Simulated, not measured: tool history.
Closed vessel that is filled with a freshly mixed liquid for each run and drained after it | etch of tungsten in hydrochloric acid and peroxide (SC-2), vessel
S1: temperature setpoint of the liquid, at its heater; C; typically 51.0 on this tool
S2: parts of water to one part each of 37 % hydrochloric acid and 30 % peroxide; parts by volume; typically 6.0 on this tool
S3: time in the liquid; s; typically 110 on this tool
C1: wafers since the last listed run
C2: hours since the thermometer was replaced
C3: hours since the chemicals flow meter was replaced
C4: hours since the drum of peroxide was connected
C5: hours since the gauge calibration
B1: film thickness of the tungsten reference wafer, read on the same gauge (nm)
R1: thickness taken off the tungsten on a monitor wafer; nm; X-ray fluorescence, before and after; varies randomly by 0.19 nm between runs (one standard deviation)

run	hour	S1	S2	S3	C1	C2	C3	C4	C5	B1	R1
1	0.0	51.0	6.0	110	0	1041.5	1201.9	951.1	119.5	110.00	36.73
# hour 34.3: gauge calibrated
2	46.5	47.0	6.0	110	5678	1088.0	1248.4	997.6	12.2	110.00	28.39
3	56.7	47.0	6.0	110	1245	1098.2	1258.6	1007.8	22.4	110.00	28.76
# hour 65.8: chemicals flow meter replaced
4	67.9	51.0	6.0	60	1245	1109.4	2.1	1019.0	33.6	110.00	20.29
5	74.7	51.0	6.0	60	830	1116.2	8.9	1025.8	40.4	110.00	20.34
# hour 87.5: thermometer replaced
6	91.2	51.0	6.0	110	1892	3.7	25.4	1042.3	56.9	109.98	32.27
7	98.2	51.0	6.0	110	854	10.7	32.4	1049.3	63.9	110.01	32.89
8	111.5	51.0	6.0	110	1624	24.0	45.7	1062.6	77.2	110.02	32.73
9	121.7	43.0	6.0	110	1245	34.2	55.9	1072.8	87.4	109.99	19.10
# hour 138.0: new drum of peroxide connected
10	139.1	42.5	6.0	110	2002	51.6	73.3	1.1	104.8	109.98	18.37
11	146.9	51.0	6.0	110	952	59.4	81.1	8.9	112.6	110.01	32.85
12	163.9	51.0	7.0	110	2076	76.4	98.1	25.9	129.6	110.00	28.94
# hour 171.0: gauge calibrated
13	177.9	42.0	4.0	110	1709	90.4	112.1	39.9	6.9	110.00	23.68
14	190.7	44.5	6.0	150	1563	103.2	124.9	52.7	19.7	110.01	29.27
15	201.8	41.0	4.0	65	1355	114.3	136.0	63.8	30.8	109.99	13.16
16	216.8	56.5	8.5	110	1831	129.3	151.0	78.8	45.8	109.99	36.57

What would each run have given without the hidden state, its run-to-run variation left as it was?
Unlogged tool condition in this case: liquid hotter than its thermometer reads (K); chemicals flow above the setpoint (%); peroxide weaker than its label (%); gauge reads high (%).
run	R1
1	31.72
2	24.26
3	24.55
4	17.36
5	17.38
6	31.68
7	32.24
8	32.03
9	18.64
10	17.89
11	31.99
12	28.13
13	22.93
14	28.29
15	12.69
16	35.33

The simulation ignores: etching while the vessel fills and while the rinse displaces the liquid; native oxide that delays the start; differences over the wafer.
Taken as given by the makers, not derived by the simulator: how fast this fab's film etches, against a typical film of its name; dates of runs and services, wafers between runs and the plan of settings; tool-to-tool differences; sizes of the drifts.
